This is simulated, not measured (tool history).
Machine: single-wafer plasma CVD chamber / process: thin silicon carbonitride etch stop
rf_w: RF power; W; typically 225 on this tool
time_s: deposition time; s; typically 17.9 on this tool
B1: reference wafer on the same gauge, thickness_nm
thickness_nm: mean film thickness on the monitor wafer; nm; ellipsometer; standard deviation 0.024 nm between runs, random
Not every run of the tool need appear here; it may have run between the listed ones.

{"run": 1, "day": 0.0, "rf_w": 225, "time_s": 16.0, "B1": 10.406, "thickness_nm": 9.482}
{"run": 2, "day": 2.329, "rf_w": 225, "time_s": 17.9, "B1": 10.394, "thickness_nm": 10.615}
{"day": 3.0, "done": "RF generator calibrated"}
{"run": 3, "day": 6.288, "rf_w": 225, "time_s": 17.9, "B1": 10.397, "thickness_nm": 10.716}
{"run": 4, "day": 8.588, "rf_w": 225, "time_s": 17.9, "B1": 10.405, "thickness_nm": 10.735}
{"run": 5, "day": 11.008, "rf_w": 225, "time_s": 17.9, "B1": 10.393, "thickness_nm": 10.719}
{"run": 6, "day": 13.683, "rf_w": 260, "time_s": 17.9, "B1": 10.399, "thickness_nm": 11.006}
{"run": 7, "day": 22.883, "rf_w": 260, "time_s": 17.9, "B1": 10.396, "thickness_nm": 10.929}
{"run": 8, "day": 27.138, "rf_w": 215, "time_s": 17.9, "B1": 10.402, "thickness_nm": 10.618}
{"run": 9, "day": 30.529, "rf_w": 215, "time_s": 17.9, "B1": 10.407, "thickness_nm": 10.576}
{"run": 10, "day": 34.271, "rf_w": 225, "time_s": 17.9, "B1": 10.414, "thickness_nm": 10.683}
{"run": 11, "day": 37.025, "rf_w": 225, "time_s": 17.9, "B1": 10.399, "thickness_nm": 10.661}
{"day": 39.638, "done": "showerhead replaced, of another model than before"}
{"run": 12, "day": 40.458, "rf_w": 225, "time_s": 20.3, "B1": 10.397, "thickness_nm": 12.078}
{"run": 13, "day": 43.946, "rf_w": 225, "time_s": 20.3, "B1": 10.404, "thickness_nm": 12.086}
{"run": 14, "day": 52.025, "rf_w": 225, "time_s": 17.9, "B1": 10.392, "thickness_nm": 10.695}
{"run": 15, "day": 54.804, "rf_w": 225, "time_s": 17.9, "B1": 10.409, "thickness_nm": 10.656}
{"day": 56.1, "done": "thermocouple changed; heater temperature recalibrated"}
{"run": 16, "day": 56.854, "rf_w": 225, "time_s": 18.9, "B1": 10.405, "thickness_nm": 11.306}
{"run": 17, "day": 58.521, "rf_w": 260, "time_s": 20.3, "B1": 10.402, "thickness_nm": 12.37}
{"run": 18, "day": 62.208, "rf_w": 195, "time_s": 15.1, "B1": 10.396, "thickness_nm": 8.848}
{"run": 19, "day": 65.042, "rf_w": 185, "time_s": 15.7, "B1": 10.393, "thickness_nm": 9.172}
{"day": 65.296, "done": "gauge calibrated"}
{"run": 20, "day": 68.229, "rf_w": 225, "time_s": 17.9, "B1": 10.399, "thickness_nm": 10.629}
{"run": 21, "day": 71.871, "rf_w": 190, "time_s": 16.6, "B1": 10.399, "thickness_nm": 9.658}
{"run": 22, "day": 74.996, "rf_w": 240, "time_s": 20.7, "B1": 10.401, "thickness_nm": 12.408}
{"day": 76.008, "done": "RF generator calibrated"}
{"run": 23, "day": 78.475, "rf_w": 265, "time_s": 19.6, "B1": 10.392, "thickness_nm": 11.947}
{"run": 24, "day": 81.229, "rf_w": 215, "time_s": 17.9, "B1": 10.401, "thickness_nm": 10.677}
{"run": 25, "day": 84.179, "rf_w": 225, "time_s": 17.9, "B1": 10.392, "thickness_nm": 10.708}
{"run": 26, "day": 86.154, "rf_w": 240, "time_s": 14.9, "B1": 10.396, "thickness_nm": 9.015}
{"run": 27, "day": 90.017, "rf_w": 225, "time_s": 15.3, "B1": 10.403, "thickness_nm": 9.212}
{"run": 28, "day": 92.292, "rf_w": 225, "time_s": 17.9, "B1": 10.401, "thickness_nm": 10.757}
{"run": 29, "day": 95.183, "rf_w": 240, "time_s": 19.5, "B1": 10.401, "thickness_nm": 11.758}
{"run": 30, "day": 99.621, "rf_w": 225, "time_s": 17.9, "B1": 10.396, "thickness_nm": 10.714}
{"run": 31, "day": 101.933, "rf_w": 215, "time_s": 17.9, "B1": 10.4, "thickness_nm": 10.647}

Below are 3 alternative next runs, each starting from the tool's condition after run 31. Predict each:
{"run": "A", "day": 101.95, "rf_w": 225, "time_s": 17.9, "B1": "?", "thickness_nm": "?"}
{"run": "B", "day": 101.95, "rf_w": 180, "time_s": 21.4, "B1": "?", "thickness_nm": "?"}
{"run": "C", "day": 101.95, "rf_w": 225, "time_s": 21.5, "B1": "?", "thickness_nm": "?"}

run=A B1=10.396 thickness_nm=10.718
run=B B1=10.396 thickness_nm=12.520
run=C B1=10.396 thickness_nm=12.874
Stripped of hidden state, with their random variation kept, the same runs would have yielded:
run=A thickness_nm=10.760
run=B thickness_nm=12.570
run=C thickness_nm=12.924
